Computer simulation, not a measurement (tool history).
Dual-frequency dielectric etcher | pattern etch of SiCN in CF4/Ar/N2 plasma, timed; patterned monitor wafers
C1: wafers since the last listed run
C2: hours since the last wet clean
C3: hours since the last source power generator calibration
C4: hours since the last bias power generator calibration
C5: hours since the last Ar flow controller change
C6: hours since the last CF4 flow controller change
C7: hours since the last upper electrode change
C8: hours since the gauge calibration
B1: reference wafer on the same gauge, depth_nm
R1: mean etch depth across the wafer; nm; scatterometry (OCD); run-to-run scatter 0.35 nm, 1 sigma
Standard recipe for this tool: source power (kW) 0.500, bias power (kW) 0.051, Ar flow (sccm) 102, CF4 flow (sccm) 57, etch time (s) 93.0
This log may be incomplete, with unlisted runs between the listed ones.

{"run": 1, "hour": 0.0, "source power (kW)": 0.5, "bias power (kW)": 0.051, "Ar flow (sccm)": 102, "CF4 flow (sccm)": 57, "etch time (s)": 66.0, "C1": 0, "C2": 155.3, "C3": 2020.9, "C4": 132.2, "C5": 319.3, "C6": 132.0, "C7": 248.1, "C8": 902.3, "B1": 63.3, "R1": 50.5}
{"run": 2, "hour": 33.5, "source power (kW)": 0.5, "bias power (kW)": 0.044, "Ar flow (sccm)": 102, "CF4 flow (sccm)": 67, "etch time (s)": 93.0, "C1": 308, "C2": 188.8, "C3": 2054.4, "C4": 165.7, "C5": 352.8, "C6": 165.5, "C7": 281.6, "C8": 935.8, "B1": 63.3, "R1": 68.3}
{"run": 3, "hour": 58.8, "source power (kW)": 0.5, "bias power (kW)": 0.057, "Ar flow (sccm)": 102, "CF4 flow (sccm)": 57, "etch time (s)": 75.5, "C1": 232, "C2": 214.1, "C3": 2079.7, "C4": 191.0, "C5": 378.1, "C6": 190.8, "C7": 306.9, "C8": 961.1, "B1": 63.3, "R1": 61.3}
{"run": 4, "hour": 86.0, "source power (kW)": 0.5, "bias power (kW)": 0.051, "Ar flow (sccm)": 121, "CF4 flow (sccm)": 67, "etch time (s)": 93.0, "C1": 250, "C2": 241.3, "C3": 2106.9, "C4": 218.2, "C5": 405.3, "C6": 218.0, "C7": 334.1, "C8": 988.3, "B1": 63.3, "R1": 70.6}
{"hour": 109.5, "done": "source power generator calibrated"}
{"run": 5, "hour": 115.4, "source power (kW)": 0.5, "bias power (kW)": 0.051, "Ar flow (sccm)": 102, "CF4 flow (sccm)": 48, "etch time (s)": 93.0, "C1": 233, "C2": 270.7, "C3": 5.9, "C4": 247.6, "C5": 434.7, "C6": 247.4, "C7": 363.5, "C8": 1017.7, "B1": 63.3, "R1": 67.0}
{"run": 6, "hour": 145.4, "source power (kW)": 0.5, "bias power (kW)": 0.051, "Ar flow (sccm)": 102, "CF4 flow (sccm)": 57, "etch time (s)": 73.5, "C1": 276, "C2": 300.7, "C3": 35.9, "C4": 277.6, "C5": 464.7, "C6": 277.4, "C7": 393.5, "C8": 1047.7, "B1": 63.5, "R1": 55.5}
{"hour": 161.8, "done": "gauge calibrated"}
{"run": 7, "hour": 168.1, "source power (kW)": 0.5, "bias power (kW)": 0.051, "Ar flow (sccm)": 102, "CF4 flow (sccm)": 57, "etch time (s)": 93.0, "C1": 208, "C2": 323.4, "C3": 58.6, "C4": 300.3, "C5": 487.4, "C6": 300.1, "C7": 416.2, "C8": 6.3, "B1": 63.2, "R1": 70.0}
{"hour": 200.0, "done": "wet clean of the chamber"}
{"run": 8, "hour": 200.5, "source power (kW)": 0.5, "bias power (kW)": 0.051, "Ar flow (sccm)": 92, "CF4 flow (sccm)": 57, "etch time (s)": 72.0, "C1": 77, "C2": 0.5, "C3": 91.0, "C4": 332.7, "C5": 519.8, "C6": 332.5, "C7": 448.6, "C8": 38.7, "B1": 63.3, "R1": 57.5}
{"run": 9, "hour": 222.5, "source power (kW)": 0.5, "bias power (kW)": 0.051, "Ar flow (sccm)": 102, "CF4 flow (sccm)": 57, "etch time (s)": 93.0, "C1": 202, "C2": 22.5, "C3": 113.0, "C4": 354.7, "C5": 541.8, "C6": 354.5, "C7": 470.6, "C8": 60.7, "B1": 63.2, "R1": 72.1}
{"run": 10, "hour": 239.3, "source power (kW)": 0.5, "bias power (kW)": 0.051, "Ar flow (sccm)": 102, "CF4 flow (sccm)": 57, "etch time (s)": 81.5, "C1": 154, "C2": 39.3, "C3": 129.8, "C4": 371.5, "C5": 558.6, "C6": 371.3, "C7": 487.4, "C8": 77.5, "B1": 63.4, "R1": 62.7}
{"run": 11, "hour": 261.2, "source power (kW)": 0.5, "bias power (kW)": 0.059, "Ar flow (sccm)": 102, "CF4 flow (sccm)": 52, "etch time (s)": 93.0, "C1": 201, "C2": 61.2, "C3": 151.7, "C4": 393.4, "C5": 580.5, "C6": 393.2, "C7": 509.3, "C8": 99.4, "B1": 63.3, "R1": 76.2}
{"run": 12, "hour": 275.0, "source power (kW)": 0.5, "bias power (kW)": 0.051, "Ar flow (sccm)": 102, "CF4 flow (sccm)": 57, "etch time (s)": 99.0, "C1": 127, "C2": 75.0, "C3": 165.5, "C4": 407.2, "C5": 594.3, "C6": 407.0, "C7": 523.1, "C8": 113.2, "B1": 63.1, "R1": 76.6}
{"run": 13, "hour": 294.8, "source power (kW)": 0.5, "bias power (kW)": 0.051, "Ar flow (sccm)": 83, "CF4 flow (sccm)": 57, "etch time (s)": 81.0, "C1": 182, "C2": 94.8, "C3": 185.3, "C4": 427.0, "C5": 614.1, "C6": 426.8, "C7": 542.9, "C8": 133.0, "B1": 63.3, "R1": 65.8}
{"run": 14, "hour": 326.1, "source power (kW)": 0.5, "bias power (kW)": 0.043, "Ar flow (sccm)": 102, "CF4 flow (sccm)": 57, "etch time (s)": 93.0, "C1": 288, "C2": 126.1, "C3": 216.6, "C4": 458.3, "C5": 645.4, "C6": 458.1, "C7": 574.2, "C8": 164.3, "B1": 63.3, "R1": 64.9}
{"run": 15, "hour": 340.0, "source power (kW)": 0.5, "bias power (kW)": 0.051, "Ar flow (sccm)": 102, "CF4 flow (sccm)": 57, "etch time (s)": 93.0, "C1": 127, "C2": 140.0, "C3": 230.5, "C4": 472.2, "C5": 659.3, "C6": 472.0, "C7": 588.1, "C8": 178.2, "B1": 63.3, "R1": 71.7}
{"run": 16, "hour": 374.1, "source power (kW)": 0.5, "bias power (kW)": 0.051, "Ar flow (sccm)": 102, "CF4 flow (sccm)": 57, "etch time (s)": 93.0, "C1": 313, "C2": 174.1, "C3": 264.6, "C4": 506.3, "C5": 693.4, "C6": 506.1, "C7": 622.2, "C8": 212.3, "B1": 63.2, "R1": 70.4}
{"run": 17, "hour": 393.4, "source power (kW)": 0.5, "bias power (kW)": 0.051, "Ar flow (sccm)": 102, "CF4 flow (sccm)": 57, "etch time (s)": 93.0, "C1": 177, "C2": 193.4, "C3": 283.9, "C4": 525.6, "C5": 712.7, "C6": 525.4, "C7": 641.5, "C8": 231.6, "B1": 63.3, "R1": 71.0}
{"run": 18, "hour": 424.4, "source power (kW)": 0.5, "bias power (kW)": 0.064, "Ar flow (sccm)": 102, "CF4 flow (sccm)": 52, "etch time (s)": 93.0, "C1": 285, "C2": 224.4, "C3": 314.9, "C4": 556.6, "C5": 743.7, "C6": 556.4, "C7": 672.5, "C8": 262.6, "B1": 63.3, "R1": 77.1}
{"run": 19, "hour": 437.6, "source power (kW)": 0.5, "bias power (kW)": 0.059, "Ar flow (sccm)": 80, "CF4 flow (sccm)": 45, "etch time (s)": 93.0, "C1": 121, "C2": 237.6, "C3": 328.1, "C4": 569.8, "C5": 756.9, "C6": 569.6, "C7": 685.7, "C8": 275.8, "B1": 63.4, "R1": 76.1}
{"run": 20, "hour": 459.0, "source power (kW)": 0.57, "bias power (kW)": 0.051, "Ar flow (sccm)": 102, "CF4 flow (sccm)": 57, "etch time (s)": 93.0, "C1": 196, "C2": 259.0, "C3": 349.5, "C4": 591.2, "C5": 778.3, "C6": 591.0, "C7": 707.1, "C8": 297.2, "B1": 63.3, "R1": 79.4}
{"run": 21, "hour": 490.0, "source power (kW)": 0.57, "bias power (kW)": 0.06, "Ar flow (sccm)": 122, "CF4 flow (sccm)": 53, "etch time (s)": 93.0, "C1": 285, "C2": 290.0, "C3": 380.5, "C4": 622.2, "C5": 809.3, "C6": 622.0, "C7": 738.1, "C8": 328.2, "B1": 63.4, "R1": 79.3}

Run-by-run hidden state of the tool:
source power that arrives over what is set, %: 0, the same for each run
bias power that arrives over what is set, %: 0, the same for each run
CF4 flow that arrives over what is set, %: 0, the same for each run
gauge reads high (%): 0, the same for each run
H1: etch rate over this chamber's usual, %
H2: Ar flow that arrives over what is set, %
run=1 H1=-1.65 H2=2.32
run=2 H1=-1.98 H2=2.49
run=3 H1=-2.24 H2=2.61
run=4 H1=-2.51 H2=2.75
run=5 H1=-2.8 H2=2.89
run=6 H1=-3.1 H2=3.04
run=7 H1=-3.33 H2=3.15
run=8 H1=-0.236 H2=3.31
run=9 H1=-0.455 H2=3.42
run=10 H1=-0.623 H2=3.51
run=11 H1=-0.842 H2=3.62
run=12 H1=-0.98 H2=3.68
run=13 H1=-1.18 H2=3.78
run=14 H1=-1.49 H2=3.94
run=15 H1=-1.63 H2=4.01
run=16 H1=-1.97 H2=4.18
run=17 H1=-2.16 H2=4.27
run=18 H1=-2.47 H2=4.43
run=19 H1=-2.61 H2=4.49
run=20 H1=-2.82 H2=4.6
run=21 H1=-3.13 H2=4.75

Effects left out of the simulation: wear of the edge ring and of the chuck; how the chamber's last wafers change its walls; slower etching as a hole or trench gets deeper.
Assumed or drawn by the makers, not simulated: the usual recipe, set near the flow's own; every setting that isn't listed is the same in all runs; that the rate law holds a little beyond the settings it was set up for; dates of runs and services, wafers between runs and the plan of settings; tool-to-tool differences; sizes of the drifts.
